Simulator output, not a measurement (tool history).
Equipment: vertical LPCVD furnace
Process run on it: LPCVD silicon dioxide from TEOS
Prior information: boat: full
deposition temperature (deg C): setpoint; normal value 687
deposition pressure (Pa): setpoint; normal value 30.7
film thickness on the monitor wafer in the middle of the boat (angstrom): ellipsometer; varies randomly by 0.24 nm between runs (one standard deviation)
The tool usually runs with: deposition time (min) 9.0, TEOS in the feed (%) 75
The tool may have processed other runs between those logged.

| run | hour | deposition temperature (deg C) | deposition pressure (Pa) | deposition time (min) | TEOS in the feed (%) | wafers since the last listed run | hours since the last temperature calibration | hours since the pressure gauge was zeroed | hours since the TEOS flow controller was replaced | hours since the gauge calibration | read-back reference wafer on the same gauge, thickness | film thickness on the monitor wafer in the middle of the boat (angstrom) |
|---|---|---|---|---|---|---|---|---|---|---|---|---|
| 1 | 0.0 | 687 | 30.7 | 9.0 | 63 | 0 | 3973.4 | 952.1 | 2056.1 | 581.4 | 55.16 | 423.4 |
| 2 | 45.6 | 687 | 30.7 | 9.0 | 75 | 1170 | 4019.0 | 997.7 | 2101.7 | 627.0 | 55.35 | 464.0 |
| 3 | 117.3 | 684 | 30.7 | 7.5 | 75 | 1840 | 4090.7 | 1069.4 | 2173.4 | 698.7 | 55.42 | 354.9 |
| 4 | 162.9 | 684 | 30.7 | 7.5 | 75 | 1170 | 4136.3 | 1115.0 | 2219.0 | 744.3 | 55.44 | 358.8 |
| 5 | 247.4 | 684 | 30.7 | 7.5 | 75 | 2169 | 4220.8 | 1199.5 | 2303.5 | 828.8 | 55.66 | 359.0 |
| 6 | 299.4 | 687 | 30.7 | 9.0 | 75 | 1335 | 4272.8 | 1251.5 | 2355.5 | 880.8 | 55.82 | 467.7 |
| 7 | 372.2 | 687 | 30.7 | 9.0 | 75 | 1869 | 4345.6 | 1324.3 | 2428.3 | 953.6 | 55.87 | 465.6 |
| 8 | 415.7 | 687 | 30.7 | 9.0 | 75 | 1116 | 4389.1 | 1367.8 | 2471.8 | 997.1 | 55.91 | 466.3 |
| 9 | 508.0 | 687 | 30.7 | 9.0 | 75 | 2369 | 4481.4 | 1460.1 | 2564.1 | 1089.4 | 55.90 | 469.8 |
| 10 | 549.9 | 687 | 30.7 | 9.0 | 75 | 1075 | 4523.3 | 1502.0 | 2606.0 | 1131.3 | 56.18 | 467.4 |
| 11 | 643.9 | 681 | 30.7 | 9.0 | 75 | 2413 | 4617.3 | 1596.0 | 2700.0 | 1225.3 | 56.35 | 405.3 |
|  | 762.5 | pressure gauge zeroed |
| 12 | 763.0 | 681 | 30.7 | 9.0 | 75 | 2441 | 4736.4 | 0.5 | 2819.1 | 1344.4 | 56.48 | 408.4 |
| 13 | 833.5 | 676 | 37.3 | 8.0 | 69 | 1809 | 4806.9 | 71.0 | 2889.6 | 1414.9 | 56.55 | 342.3 |
| 14 | 884.4 | 687 | 30.7 | 9.0 | 75 | 1306 | 4857.8 | 121.9 | 2940.5 | 1465.8 | 56.75 | 473.9 |
| 15 | 920.5 | 687 | 30.7 | 9.0 | 68 | 926 | 4893.9 | 158.0 | 2976.6 | 1501.9 | 56.62 | 450.0 |
|  | 976.8 | thermocouples replaced and temperature profile calibrated |
| 16 | 982.8 | 682 | 38.0 | 9.0 | 75 | 983 | 6.0 | 220.3 | 3038.9 | 1564.2 | 56.81 | 464.8 |
|  | 1030.1 | TEOS flow controller replaced |
| 17 | 1060.2 | 691 | 30.7 | 9.0 | 61 | 1370 | 83.4 | 297.7 | 30.1 | 1641.6 | 56.93 | 471.4 |
| 18 | 1146.7 | 676 | 30.7 | 11.0 | 75 | 2220 | 169.9 | 384.2 | 116.6 | 1728.1 | 57.02 | 450.6 |
| 19 | 1251.6 | 687 | 30.7 | 9.0 | 75 | 2693 | 274.8 | 489.1 | 221.5 | 1833.0 | 57.10 | 472.5 |
| 20 | 1342.3 | 687 | 30.7 | 9.0 | 75 | 2328 | 365.5 | 579.8 | 312.2 | 1923.7 | 57.32 | 477.5 |
| 21 | 1418.9 | 682 | 30.7 | 11.0 | 65 | 1966 | 442.1 | 656.4 | 388.8 | 2000.3 | 57.45 | 485.8 |
| 22 | 1476.4 | 683 | 28.7 | 10.0 | 60 | 1476 | 499.6 | 713.9 | 446.3 | 2057.8 | 57.59 | 420.9 |
|  | 1719.1 | gauge calibrated |
| 23 | 1756.7 | 692 | 24.7 | 8.0 | 86 | 7196 | 779.9 | 994.2 | 726.6 | 37.6 | 53.90 | 430.4 |
| 24 | 1831.1 | 691 | 30.7 | 9.0 | 61 | 1910 | 854.3 | 1068.6 | 801.0 | 112.0 | 54.05 | 450.8 |
| 25 | 1910.3 | 680 | 30.7 | 9.0 | 82 | 2033 | 933.5 | 1147.8 | 880.2 | 191.2 | 54.19 | 399.9 |
| 26 | 1955.9 | 687 | 30.7 | 9.0 | 75 | 1170 | 979.1 | 1193.4 | 925.8 | 236.8 | 54.17 | 454.2 |
| 27 | 2054.5 | 687 | 24.0 | 9.0 | 75 | 2531 | 1077.7 | 1292.0 | 1024.4 | 335.4 | 54.48 | 400.9 |
| 28 | 2104.1 | 682 | 34.0 | 11.0 | 75 | 1273 | 1127.3 | 1341.6 | 1074.0 | 385.0 | 54.46 | 517.7 |
| 29 | 2176.7 | 676 | 26.0 | 12.0 | 71 | 1863 | 1199.9 | 1414.2 | 1146.6 | 457.6 | 54.64 | 415.5 |
| 30 | 2274.3 | 687 | 24.7 | 9.0 | 75 | 2505 | 1297.5 | 1511.8 | 1244.2 | 555.2 | 54.71 | 411.3 |
| 31 | 2311.6 | 687 | 24.7 | 6.0 | 88 | 957 | 1334.8 | 1549.1 | 1281.5 | 592.5 | 54.79 | 297.5 |
| 32 | 2390.3 | 687 | 30.7 | 9.0 | 75 | 2020 | 1413.5 | 1627.8 | 1360.2 | 671.2 | 54.89 | 456.4 |

What if the next run were any one of these 3? Each begins from the tool's condition after run 32:
| A | 2393.7 | 687 | 30.7 | 9.0 | 75 | 87 | 1416.9 | 1631.2 | 1363.6 | 674.6 | ? | ? |
| B | 2393.7 | 691 | 30.7 | 10.5 | 62 | 87 | 1416.9 | 1631.2 | 1363.6 | 674.6 | ? | ? |
| C | 2393.7 | 687 | 30.7 | 8.0 | 75 | 87 | 1416.9 | 1631.2 | 1363.6 | 674.6 | ? | ? |

| run | read-back reference wafer on the same gauge, thickness | film thickness on the monitor wafer in the middle of the boat (angstrom) |
|---|---|---|
| A | 54.92 | 460.0 |
| B | 54.92 | 536.6 |
| C | 54.92 | 408.9 |
With the hidden condition removed and each run's random variation left untouched, the same runs would have given:
| run | film thickness on the monitor wafer in the middle of the boat (angstrom) |
|---|---|
| A | 453.7 |
| B | 529.4 |
| C | 403.3 |
